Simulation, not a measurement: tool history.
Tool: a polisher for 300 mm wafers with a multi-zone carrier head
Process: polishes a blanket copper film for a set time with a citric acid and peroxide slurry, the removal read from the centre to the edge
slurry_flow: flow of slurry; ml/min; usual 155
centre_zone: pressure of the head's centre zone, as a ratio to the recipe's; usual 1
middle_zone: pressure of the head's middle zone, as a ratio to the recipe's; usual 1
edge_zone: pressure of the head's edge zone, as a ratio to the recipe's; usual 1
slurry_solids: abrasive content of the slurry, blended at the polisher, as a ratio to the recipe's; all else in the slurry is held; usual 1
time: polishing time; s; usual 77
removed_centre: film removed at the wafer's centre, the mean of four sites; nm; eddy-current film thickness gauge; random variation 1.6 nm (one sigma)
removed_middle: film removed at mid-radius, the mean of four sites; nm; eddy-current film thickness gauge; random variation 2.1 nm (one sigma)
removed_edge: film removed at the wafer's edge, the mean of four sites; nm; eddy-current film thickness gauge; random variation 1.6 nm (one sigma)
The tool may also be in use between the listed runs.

run   hour  slurry_flow  centre_zone  middle_zone  edge_zone  slurry_solids  time  wafers since the last listed run  wafers polished on this pad  hours since the slurry nozzle was cleaned  hours since the centre zone pressure was calibrated  hours since the edge zone pressure was calibrated  hours since the carrier head's membrane was replaced  incoming thickness of the incoming film, nm  removed_centre  removed_middle  removed_edge
  1      0          155            1            1       1.09              1    77                                 0                          262                                      825.3                                                876.5                                             1545.2                                                1801.1                                        821.4           127.5           127.4         134.9
  2   13.8          155         0.93            1          1           0.95    77                                91                          353                                      839.1                                                890.3                                               1559                                                1814.9                                        827.9           114.4           125.9         128.4
  3   27.9          155            1            1          1              1    77                                93                          446                                      853.2                                                904.4                                             1573.1                                                  1829                                          818           122.9           126.8           131
  4     45          155            1            1          1            1.2    77                               113                          559                                      870.3                                                921.5                                             1590.2                                                1846.1                                        831.2           128.2           135.3         137.2
      62.9  -- worn pad replaced by a new one
      64.6  -- edge zone pressure recalibrated
        65  -- carrier head's membrane replaced by a new one
  5   65.5          155            1            1          1            1.2    77                                94                            3                                      890.8                                                  942                                                0.9                                                   0.5                                        821.3           130.2           138.3         134.7
  6   69.5          155            1            1          1              1    77                                26                           29                                      894.8                                                  946                                                4.9                                                   4.5                                          820           125.6           126.1         130.3
      73.7  -- slurry nozzle cleaned
      77.4  -- centre zone pressure recalibrated
  7   80.4          155            1            1          1              1    77                                52                           81                                        6.7                                                    3                                               15.8                                                  15.4                                        820.7             106           115.1         117.8
  8   87.2          125            1            1          1              1    59                                44                          126                                       13.5                                                  9.8                                               22.6                                                  22.2                                        822.6            70.8            79.5            84
  9  101.6          110            1          1.1       0.96              1    69                                95                          222                                       27.9                                                 24.2                                                 37                                                  36.6                                        823.8            74.5            88.3          93.6
     111.7  -- slurry nozzle cleaned, repeated, since the last time left the tool worse
 10  119.5          155            1            1          1              1    77                               111                          333                                        7.8                                                 42.1                                               54.9                                                  54.5                                        815.6           137.7           141.7         136.7
 11  154.5          155            1            1          1              1    77                               231                          565                                       42.8                                                 77.1                                               89.9                                                  89.5                                        814.3           137.9           140.2           134
     165.3  -- worn pad replaced by a new one
 12  170.2          170         1.12            1          1              1    77                                77                           32                                       58.5                                                 92.8                                              105.6                                                 105.2                                          838           158.3             145         136.8
 13  186.6          190            1            1          1              1    77                               108                          140                                       74.9                                                109.2                                                122                                                 121.6                                        817.2           144.1           145.2         140.9
 14  193.1          155            1            1          1            1.3    91                                42                          183                                       81.4                                                115.7                                              128.5                                                 128.1                                        805.2           176.8           186.9         171.7

The same runs without the tool's hidden state, with the same run-to-run variation:
The hidden state here: removal rate lost through wear of the pad, %; slurry flow missing at the pad, %; deviation of the centre zone's pressure from its setpoint, %; deviation of the edge zone's pressure from its setpoint, %.
run  removed_centre  removed_middle  removed_edge
  1           141.4           139.5         143.7
  2           127.2           138.1           137
  3           136.9           139.4           140
  4           143.4           149.2         146.9
  5           146.2             153         144.5
  6           141.2           139.7         139.9
  7           138.1           144.6         137.2
  8            99.4           105.9         100.8
  9           111.4           123.5         114.8
 10             138           141.9         136.9
 11           138.5           140.8         134.4
 12           159.2           145.7         137.3
 13             145             146         141.5
 14           178.3           188.3         172.6
